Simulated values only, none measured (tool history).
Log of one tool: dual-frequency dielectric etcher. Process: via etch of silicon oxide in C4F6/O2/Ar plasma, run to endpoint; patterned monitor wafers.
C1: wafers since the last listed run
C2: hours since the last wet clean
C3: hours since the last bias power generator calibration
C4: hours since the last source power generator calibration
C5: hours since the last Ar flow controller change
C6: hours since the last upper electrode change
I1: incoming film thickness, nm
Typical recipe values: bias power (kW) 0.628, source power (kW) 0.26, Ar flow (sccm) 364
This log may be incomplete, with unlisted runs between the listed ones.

Run 1, day 0: usual settings but source power (kW) 0.25; C1 0; C2 280.7; C3 1613.7; C4 1617.1; C5 3646.4; C6 4140.9; I1 127.4. Result: endpoint time (s) 28.
At day 1.646: Ar flow controller replaced.
At day 1.762: wet clean of the chamber.
Run 2, day 1.783: usual settings but source power (kW) 0.25; C1 453; C2 0.5; C3 1656.5; C4 1659.9; C5 3.3; C6 4183.7; I1 127.2. Result: endpoint time (s) 28.1.
Run 3, day 1.8: usual settings; C1 5; C2 0.9; C3 1656.9; C4 1660.3; C5 3.7; C6 4184.1; I1 125.7. Result: endpoint time (s) 27.4.
Run 4, day 2.529: usual settings; C1 233; C2 18.4; C3 1674.4; C4 1677.8; C5 21.2; C6 4201.6; I1 127.8. Result: endpoint time (s) 27.7.
Run 5, day 3.479: usual settings; C1 304; C2 41.2; C3 1697.2; C4 1700.6; C5 44; C6 4224.4; I1 127.2. Result: endpoint time (s) 27.6.
At day 5.204: upper electrode replaced.
At day 5.275: source power generator calibrated.
Run 6, day 5.296: usual settings but Ar flow (sccm) 301; C1 238; C2 84.8; C3 1740.8; C4 0.5; C5 87.6; C6 2.2; I1 125.7. Result: endpoint time (s) 26.9.
Run 7, day 5.308: usual settings; C1 4; C2 85.1; C3 1741.1; C4 0.8; C5 87.9; C6 2.5; I1 127.5. Result: endpoint time (s) 27.8.
Run 8, day 5.671: usual settings; C1 116; C2 93.8; C3 1749.8; C4 9.5; C5 96.6; C6 11.2; I1 127. Result: endpoint time (s) 27.7.
Run 9, day 6.596: usual settings; C1 296; C2 116; C3 1772; C4 31.7; C5 118.8; C6 33.4; I1 127.1. Result: endpoint time (s) 27.6.
Run 10, day 7.758: usual settings but bias power (kW) 0.541, source power (kW) 0.29, Ar flow (sccm) 391; C1 372; C2 143.9; C3 1799.9; C4 59.6; C5 146.7; C6 61.3; I1 126.3. Result: endpoint time (s) 28.9.
Run 11, day 8.504: usual settings but source power (kW) 0.28, Ar flow (sccm) 325; C1 238; C2 161.8; C3 1817.8; C4 77.5; C5 164.6; C6 79.2; I1 126.9. Result: endpoint time (s) 26.6.
Run 12, day 9.629: usual settings; C1 360; C2 188.8; C3 1844.8; C4 104.5; C5 191.6; C6 106.2; I1 125.8. Result: endpoint time (s) 27.3.
Run 13, day 10.312: usual settings; C1 218; C2 205.2; C3 1861.2; C4 120.9; C5 208; C6 122.6; I1 127.6. Result: endpoint time (s) 27.6.
Run 14, day 11.021: usual settings but bias power (kW) 0.772, source power (kW) 0.21, Ar flow (sccm) 416; C1 226; C2 222.2; C3 1878.2; C4 137.9; C5 225; C6 139.6; I1 126.9. Result: endpoint time (s) 27.3.
Run 15, day 11.65: usual settings but bias power (kW) 0.548, source power (kW) 0.2; C1 201; C2 237.3; C3 1893.3; C4 153; C5 240.1; C6 154.7; I1 124.3. Result: endpoint time (s) 32.1.
At day 11.996: bias power generator calibrated.
Run 16, day 12.542: usual settings but bias power (kW) 0.489, Ar flow (sccm) 313; C1 232; C2 258.7; C3 13.1; C4 174.4; C5 261.5; C6 176.1; I1 126.7. Result: endpoint time (s) 31.2.
At day 14.754: wet clean of the chamber.
Run 17, day 14.775: usual settings but bias power (kW) 0.763, source power (kW) 0.29, Ar flow (sccm) 393; C1 395; C2 0.5; C3 66.7; C4 228; C5 315.1; C6 229.7; I1 127.1. Result: endpoint time (s) 24.2.
Run 18, day 15.258: usual settings but bias power (kW) 0.772, source power (kW) 0.28, Ar flow (sccm) 303; C1 154; C2 12.1; C3 78.3; C4 239.6; C5 326.7; C6 241.3; I1 127. Result: endpoint time (s) 23.6.
Run 19, day 15.9: usual settings but bias power (kW) 0.739, source power (kW) 0.3; C1 205; C2 27.5; C3 93.7; C4 255; C5 342.1; C6 256.7; I1 126.6. Result: endpoint time (s) 23.9.
Run 20, day 16.621: usual settings but Ar flow (sccm) 340; C1 230; C2 44.8; C3 111; C4 272.3; C5 359.4; C6 274; I1 125.7. Result: endpoint time (s) 26.7.
Run 21, day 17.867: usual settings but bias power (kW) 0.567, source power (kW) 0.23, Ar flow (sccm) 447; C1 399; C2 74.7; C3 140.9; C4 302.2; C5 389.3; C6 303.9; I1 125.7. Result: endpoint time (s) 30.9.
Run 22, day 19.1: usual settings; C1 395; C2 104.3; C3 170.5; C4 331.8; C5 418.9; C6 333.5; I1 126.5. Result: endpoint time (s) 27.5.
Run 23, day 20.558: usual settings but bias power (kW) 0.577; C1 467; C2 139.3; C3 205.5; C4 366.8; C5 453.9; C6 368.5; I1 127.8. Result: endpoint time (s) 29.2.
Run 24, day 22.046: usual settings; C1 476; C2 175; C3 241.2; C4 402.5; C5 489.6; C6 404.2; I1 125.9. Result: endpoint time (s) 27.3.
Run 25, day 22.746: usual settings but source power (kW) 0.22, Ar flow (sccm) 324; C1 224; C2 191.8; C3 258; C4 419.3; C5 506.4; C6 421; I1 126. Result: endpoint time (s) 28.8.
Run 26, day 24.208: usual settings but source power (kW) 0.31, Ar flow (sccm) 316; C1 468; C2 226.9; C3 293.1; C4 454.4; C5 541.5; C6 456.1; I1 127.7. Result: endpoint time (s) 25.5.
Run 27, day 25.108: usual settings but source power (kW) 0.31, Ar flow (sccm) 390; C1 288; C2 248.5; C3 314.7; C4 476; C5 563.1; C6 477.7; I1 126.4. Result: endpoint time (s) 25.9.
Run 28, day 26.079: usual settings but bias power (kW) 0.782, Ar flow (sccm) 333; C1 311; C2 271.8; C3 338; C4 499.3; C5 586.4; C6 501; I1 126.8. Result: endpoint time (s) 24.2.
Run 29, day 27.312: usual settings but bias power (kW) 0.734, source power (kW) 0.29, Ar flow (sccm) 413; C1 395; C2 301.4; C3 367.6; C4 528.9; C5 616; C6 530.6; I1 126.1. Result: endpoint time (s) 24.4.

4 options for the next run, each taken on its own from the tool as it stands now. Forecast them:
Run A, day 27.329: usual settings; C1 5; C2 301.8; C3 368; C4 529.3; C5 616.4; C6 531; I1 126.3. Result: endpoint time (s) ?.
Run B, day 27.329: usual settings but bias power (kW) 0.681, source power (kW) 0.3, Ar flow (sccm) 442; C1 5; C2 301.8; C3 368; C4 529.3; C5 616.4; C6 531; I1 126.3. Result: endpoint time (s) ?.
Run C, day 27.329: usual settings but source power (kW) 0.3, Ar flow (sccm) 389; C1 5; C2 301.8; C3 368; C4 529.3; C5 616.4; C6 531; I1 126.3. Result: endpoint time (s) ?.
Run D, day 27.329: usual settings but source power (kW) 0.31; C1 5; C2 301.8; C3 368; C4 529.3; C5 616.4; C6 531; I1 126.3. Result: endpoint time (s) ?.

run  endpoint time (s)
  A               27.7
  B               25.7
  C               26.5
  D                 26
Had the tool no hidden state, the same runs would have come out as:
run  endpoint time (s)
  A               27.7
  B               25.7
  C               26.5
  D                 26
